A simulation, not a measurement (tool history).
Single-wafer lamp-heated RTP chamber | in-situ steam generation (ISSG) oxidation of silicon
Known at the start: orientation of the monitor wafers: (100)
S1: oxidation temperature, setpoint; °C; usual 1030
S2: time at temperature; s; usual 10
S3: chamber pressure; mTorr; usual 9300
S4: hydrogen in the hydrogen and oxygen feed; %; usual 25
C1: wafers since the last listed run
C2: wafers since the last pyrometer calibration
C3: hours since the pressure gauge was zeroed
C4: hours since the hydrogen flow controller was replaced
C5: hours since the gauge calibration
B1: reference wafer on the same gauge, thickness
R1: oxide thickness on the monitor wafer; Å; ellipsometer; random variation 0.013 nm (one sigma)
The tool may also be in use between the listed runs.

| run | day | S1 | S2 | S3 | S4 | C1 | C2 | C3 | C4 | C5 | B1 | R1 |
|---|---|---|---|---|---|---|---|---|---|---|---|---|
| 1 | 0 | 1030 | 10 | 9300 | 25 | 0 | 213 | 3174.1 | 4435.3 | 146 | 5.56 | 47.9 |
| 2 | 0.562 | 1030 | 10 | 9300 | 25 | 150 | 363 | 3187.6 | 4448.8 | 159.5 | 5.563 | 47.76 |
| 3 | 1.875 | 1030 | 11 | 9300 | 25 | 351 | 715 | 3219.1 | 4480.3 | 191 | 5.565 | 50.31 |
| 4 | 3.2 | 1030 | 10 | 9300 | 32 | 354 | 1069 | 3250.9 | 4512.1 | 222.8 | 5.559 | 51.41 |
| 5 | 4.35 | 1030 | 10 | 9300 | 32 | 307 | 1377 | 3278.5 | 4539.7 | 250.4 | 5.556 | 51.65 |
| 6 | 4.95 | 1030 | 10 | 9300 | 32 | 160 | 1538 | 3292.9 | 4554.1 | 264.8 | 5.554 | 51.96 |
|  | 6.038 | pyrometer window cleaned and pyrometer calibrated |
| 7 | 6.058 | 1021 | 13 | 9300 | 25 | 207 | 6 | 3319.5 | 4580.7 | 291.4 | 5.561 | 54.18 |
| 8 | 6.983 | 1030 | 10 | 8300 | 25 | 247 | 253 | 3341.7 | 4602.9 | 313.6 | 5.563 | 50.55 |
| 9 | 8.321 | 1030 | 10 | 8300 | 25 | 357 | 611 | 3373.8 | 4635 | 345.7 | 5.56 | 50.83 |
| 10 | 8.85 | 1030 | 10 | 8300 | 25 | 141 | 753 | 3386.5 | 4647.7 | 358.4 | 5.563 | 51.1 |
|  | 9.958 | pyrometer window cleaned and pyrometer calibrated, repeated, since the last time left the tool worse |
|  | 10.088 | hydrogen flow controller replaced |
| 11 | 10.108 | 1030 | 10 | 9300 | 25 | 213 | 6 | 3416.7 | 0.5 | 388.6 | 5.557 | 47.86 |
| 12 | 10.475 | 1036 | 11 | 8300 | 21 | 98 | 104 | 3425.5 | 9.3 | 397.4 | 5.561 | 49.55 |
|  | 11.338 | pressure gauge zeroed |
| 13 | 11.517 | 1042 | 10 | 10200 | 30 | 189 | 293 | 4.3 | 34.3 | 422.4 | 5.56 | 51.69 |
| 14 | 12.117 | 1047 | 13 | 10200 | 25 | 160 | 454 | 18.7 | 48.7 | 436.8 | 5.555 | 57.62 |
| 15 | 13.279 | 1030 | 10 | 9300 | 25 | 311 | 765 | 46.6 | 76.6 | 464.7 | 5.56 | 48.22 |
|  | 13.55 | gauge calibrated |
| 16 | 13.879 | 1030 | 9 | 10200 | 25 | 160 | 925 | 61 | 91 | 7.9 | 5.557 | 45.18 |
| 17 | 14.808 | 1043 | 12 | 10200 | 17 | 248 | 1174 | 83.3 | 113.3 | 30.2 | 5.561 | 50.5 |
|  | 15.333 | pyrometer window cleaned and pyrometer calibrated |
| 18 | 15.45 | 1030 | 7 | 9300 | 25 | 82 | 31 | 98.7 | 128.7 | 45.6 | 5.561 | 40.91 |
| 19 | 16.75 | 1030 | 10 | 9300 | 25 | 347 | 379 | 129.9 | 159.9 | 76.8 | 5.56 | 48.07 |
| 20 | 17.325 | 1023 | 10 | 8400 | 25 | 153 | 533 | 143.7 | 173.7 | 90.6 | 5.562 | 47.43 |

Forecast each of these 5 alternatives for the next run:
| A | 17.346 | 1030 | 10 | 9300 | 25 | 5 | 538 | 144.2 | 174.2 | 91.1 | ? | ? |
| B | 17.346 | 1030 | 10 | 10000 | 25 | 5 | 538 | 144.2 | 174.2 | 91.1 | ? | ? |
| C | 17.346 | 1016 | 10 | 9700 | 20 | 5 | 538 | 144.2 | 174.2 | 91.1 | ? | ? |
| D | 17.346 | 1030 | 10 | 10200 | 32 | 5 | 538 | 144.2 | 174.2 | 91.1 | ? | ? |
| E | 17.346 | 1014 | 8 | 9300 | 25 | 5 | 538 | 144.2 | 174.2 | 91.1 | ? | ? |

| run | B1 | R1 |
|---|---|---|
| A | 5.563 | 48 |
| B | 5.563 | 47.3 |
| C | 5.563 | 42.74 |
| D | 5.563 | 49.95 |
| E | 5.563 | 40.99 |
Without the tool's hidden state the same runs would have given:
| run | R1 |
|---|---|
| A | 47.49 |
| B | 46.79 |
| C | 42.33 |
| D | 49.42 |
| E | 40.63 |
